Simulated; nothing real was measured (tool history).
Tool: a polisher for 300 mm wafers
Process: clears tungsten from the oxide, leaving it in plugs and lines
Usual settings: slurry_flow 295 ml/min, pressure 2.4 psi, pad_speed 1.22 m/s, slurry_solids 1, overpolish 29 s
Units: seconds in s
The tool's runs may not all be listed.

run,hour,slurry_flow,pressure,pad_speed,slurry_solids,overpolish,wafers since the last listed run,wafers polished on this pad,hours since the slurry nozzle was cleaned,hours since the head pressure was calibrated,hours since the slurry blender was calibrated,hours since the slurry got fresh peroxide,"incoming thickness of the incoming film, nm",seconds
1,0,295,2.4,1.22,1,29,0,1249,308.2,648.7,60.8,240.1,529.9,158.5
2,49.9,295,2.4,1.22,1,29,313,1563,358.1,698.6,110.7,290,523.6,157.8
3,77,295,2.2,1.22,1,29,170,1733,385.2,725.7,137.8,317.1,519.6,173.1
# hour 91.5: slurry nozzle cleaned
4,127.8,295,2.2,1.22,1,29,312,2046,36.3,776.5,188.6,367.9,539.7,188.1
5,164.8,295,2.4,1.4,1,29,232,2278,73.3,813.5,225.6,404.9,538.7,150.7
6,193.4,295,2.4,1.6,0.85,29,179,2458,101.9,842.1,254.2,433.5,534.1,139.4
# hour 201.2: slurry tank refilled with fresh slurry and peroxide
# hour 225.8: head pressure recalibrated
7,228,295,3,1.5,0.8,15,198,2657,136.5,2.2,288.8,26.8,524.7,102.7
# hour 260.3: worn pad replaced by a new one
8,277.3,295,2.4,1.22,1,29,284,106,185.8,51.5,338.1,76.1,525.8,153.6
9,331.7,295,2.4,1.22,1,29,341,448,240.2,105.9,392.5,130.5,525.7,155.4
10,394,330,2.4,1.02,1,29,391,839,302.5,168.2,454.8,192.8,525.1,189.2
11,438,295,2.4,1.22,1,29,276,1116,346.5,212.2,498.8,236.8,529.3,158.8
# hour 461: slurry blender recalibrated
# hour 576: slurry nozzle cleaned
12,616,245,2.4,1.22,0.75,29,1099,2216,40,390.2,155,414.8,537.3,199.6
13,663.1,215,3.1,1.22,1,37,295,2512,87.1,437.3,202.1,461.9,537.8,149.5
# hour 682.1: worn pad replaced by a new one
# hour 689.6: slurry tank refilled with fresh slurry and peroxide
14,756.5,295,2.6,1.54,1.2,22,555,461,180.5,530.7,295.5,66.9,525.9,103.2
15,813,395,2.4,1.22,1.15,29,355,816,237,587.2,352,123.4,532,137
16,838.1,220,1.7,0.82,1,29,157,973,262.1,612.3,377.1,148.5,530.2,322.6
# hour 899.9: slurry blender recalibrated
17,908.8,295,2.4,1.22,1,29,431,1405,332.8,683,8.9,219.2,526.5,149.9
18,976.5,295,2.4,1.5,1,29,425,1830,400.5,750.7,76.6,286.9,528.3,127.9
# hour 983: head pressure recalibrated
# hour 1026: slurry nozzle cleaned
19,1038.8,380,2.4,1.22,1,29,372,2203,12.8,55.8,138.9,349.2,526.8,178.6
20,1073.1,385,2.4,1.22,0.8,29,215,2419,47.1,90.1,173.2,383.5,518.1,179.6
# hour 1083.2: worn pad replaced by a new one
21,1126,295,2.4,1.22,1,29,307,269,100,143,226.1,436.4,527.3,184.2
22,1167.7,380,2.4,1.22,1,29,262,531,141.7,184.7,267.8,478.1,523.4,185.8

Forecast run 23:
# hour 1172: slurry tank refilled with fresh slurry and peroxide
23,1238,295,2.4,1.22,1,29,435,966,212,255,338.1,66,526.3,?

Run 23 gave seconds 147.8 s.
Without the tool's hidden state the same run would have given seconds 151.3 s.

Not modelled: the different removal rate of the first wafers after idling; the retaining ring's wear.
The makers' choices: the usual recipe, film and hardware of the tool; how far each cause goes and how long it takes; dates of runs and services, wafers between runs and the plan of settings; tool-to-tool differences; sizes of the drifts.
